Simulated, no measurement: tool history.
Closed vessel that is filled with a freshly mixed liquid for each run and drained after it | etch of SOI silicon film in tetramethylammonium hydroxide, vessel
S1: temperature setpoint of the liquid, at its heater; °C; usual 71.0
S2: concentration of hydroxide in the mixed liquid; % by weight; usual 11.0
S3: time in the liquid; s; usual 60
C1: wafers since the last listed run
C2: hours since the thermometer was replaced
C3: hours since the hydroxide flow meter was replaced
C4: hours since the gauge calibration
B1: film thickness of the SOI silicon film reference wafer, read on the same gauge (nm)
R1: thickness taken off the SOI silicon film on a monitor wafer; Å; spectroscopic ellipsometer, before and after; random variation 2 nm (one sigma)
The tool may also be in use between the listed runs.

| run | day | S1 | S2 | S3 | C1 | C2 | C3 | C4 | B1 | R1 |
|---|---|---|---|---|---|---|---|---|---|---|
| 1 | 0.000 | 75.5 | 11.0 | 60 | 0 | 2075.2 | 2156.3 | 41.5 | 99.98 | 4872.8 |
| 2 | 0.388 | 75.5 | 11.0 | 60 | 683 | 2084.5 | 2165.6 | 50.8 | 99.98 | 4880.9 |
| 3 | 0.654 | 75.5 | 11.0 | 60 | 470 | 2090.9 | 2172.0 | 57.2 | 99.98 | 4926.4 |
| 4 | 1.292 | 71.0 | 11.0 | 60 | 1123 | 2106.2 | 2187.3 | 72.5 | 100.00 | 3745.7 |
| 5 | 1.975 | 71.0 | 11.0 | 60 | 1204 | 2122.6 | 2203.7 | 88.9 | 100.02 | 3768.9 |
| 6 | 2.417 | 71.0 | 11.0 | 60 | 778 | 2133.2 | 2214.3 | 99.5 | 99.97 | 3749.8 |
| 7 | 2.696 | 71.0 | 11.0 | 60 | 492 | 2139.9 | 2221.0 | 106.2 | 100.00 | 3769.8 |
| 8 | 3.067 | 71.0 | 11.0 | 60 | 653 | 2148.8 | 2229.9 | 115.1 | 99.98 | 3727.5 |
| 9 | 3.771 | 71.0 | 11.0 | 60 | 1241 | 2165.7 | 2246.8 | 132.0 | 100.06 | 3749.7 |
| 10 | 4.354 | 71.0 | 11.0 | 60 | 1028 | 2179.7 | 2260.8 | 146.0 | 99.98 | 3752.2 |
| 11 | 4.654 | 71.0 | 11.0 | 60 | 528 | 2186.9 | 2268.0 | 153.2 | 99.98 | 3751.5 |
| 12 | 4.988 | 71.0 | 11.0 | 60 | 587 | 2194.9 | 2276.0 | 161.2 | 100.00 | 3742.7 |
| 13 | 5.321 | 71.0 | 11.0 | 60 | 587 | 2202.9 | 2284.0 | 169.2 | 100.03 | 3753.0 |
|  | 5.650 | hydroxide flow meter replaced |
| 14 | 5.671 | 71.0 | 11.0 | 60 | 543 | 2211.3 | 0.5 | 177.6 | 100.01 | 3733.5 |
| 15 | 6.046 | 71.0 | 11.0 | 60 | 660 | 2220.3 | 9.5 | 186.6 | 100.01 | 3725.2 |
| 16 | 6.638 | 71.0 | 11.0 | 80 | 1042 | 2234.5 | 23.7 | 200.8 | 100.01 | 5019.3 |
| 17 | 7.004 | 71.0 | 11.0 | 80 | 646 | 2243.3 | 32.5 | 209.6 | 100.03 | 4980.2 |
| 18 | 7.588 | 71.0 | 8.5 | 70 | 1028 | 2257.3 | 46.5 | 223.6 | 99.98 | 4767.7 |
| 19 | 8.262 | 71.0 | 11.0 | 80 | 1189 | 2273.5 | 62.7 | 239.8 | 100.00 | 4990.7 |
| 20 | 8.825 | 71.0 | 11.0 | 30 | 991 | 2287.0 | 76.2 | 253.3 | 100.03 | 1855.4 |
| 21 | 9.175 | 71.0 | 11.0 | 60 | 616 | 2295.4 | 84.6 | 261.7 | 99.99 | 3725.2 |
| 22 | 9.729 | 71.0 | 11.0 | 75 | 976 | 2308.7 | 97.9 | 275.0 | 99.97 | 4638.6 |
|  | 10.346 | gauge calibrated |
| 23 | 10.450 | 73.0 | 14.0 | 80 | 1270 | 2326.0 | 115.2 | 2.5 | 99.98 | 5018.6 |
| 24 | 10.862 | 71.0 | 12.0 | 80 | 727 | 2335.9 | 125.1 | 12.4 | 100.01 | 4769.2 |
|  | 11.404 | thermometer replaced |
| 25 | 11.425 | 64.5 | 13.0 | 30 | 918 | 0.5 | 138.6 | 25.9 | 100.02 | 1349.2 |
| 26 | 11.967 | 71.0 | 11.0 | 60 | 954 | 13.5 | 151.6 | 38.9 | 100.01 | 4284.5 |
| 27 | 12.488 | 67.5 | 7.5 | 45 | 918 | 26.0 | 164.1 | 51.4 | 100.00 | 2955.2 |
| 28 | 12.904 | 71.0 | 13.0 | 30 | 734 | 36.0 | 174.1 | 61.4 | 99.98 | 2005.4 |
| 29 | 13.371 | 71.0 | 11.0 | 60 | 822 | 47.2 | 185.3 | 72.6 | 100.01 | 4263.2 |
| 30 | 13.717 | 65.0 | 7.5 | 80 | 609 | 55.5 | 193.6 | 80.9 | 99.99 | 4524.7 |
| 31 | 14.279 | 71.0 | 11.0 | 60 | 991 | 69.0 | 207.1 | 94.4 | 99.99 | 4248.9 |
| 32 | 14.908 | 66.5 | 11.0 | 60 | 1108 | 84.1 | 222.2 | 109.5 | 100.04 | 3246.2 |
| 33 | 15.204 | 71.0 | 11.0 | 60 | 521 | 91.2 | 229.3 | 116.6 | 100.06 | 4268.8 |
| 34 | 15.671 | 64.5 | 14.5 | 85 | 822 | 102.4 | 240.5 | 127.8 | 100.00 | 3602.1 |

Some steps in R1 between neighbouring runs. How much of each would the tool show without its hidden state too (settings, what came in, random variation), and how much is left for the hidden state, with any gauge scatter that isn't in both results?
The hidden state here: liquid colder than its thermometer reads (K); hydroxide flow above the setpoint (%); gauge reads high (%).
Run 19 -> 20: S3 80 -> 30. R1 -3135.3 Å: hidden state +498.2, all else -3633.5.
Run 20 -> 21: S3 30 -> 60. R1 +1869.8 Å: hidden state -301.1, all else +2170.9.
Run 24 -> 25: S1 71.0 -> 64.5, S2 12.0 -> 13.0, S3 80 -> 30, thermometer replaced. R1 -3420.0 Å: hidden state +766.5, all else -4186.5.
Run 25 -> 26: S1 64.5 -> 71.0, S2 13.0 -> 11.0, S3 30 -> 60. R1 +2935.3 Å: hidden state -42.4, all else +2977.7.

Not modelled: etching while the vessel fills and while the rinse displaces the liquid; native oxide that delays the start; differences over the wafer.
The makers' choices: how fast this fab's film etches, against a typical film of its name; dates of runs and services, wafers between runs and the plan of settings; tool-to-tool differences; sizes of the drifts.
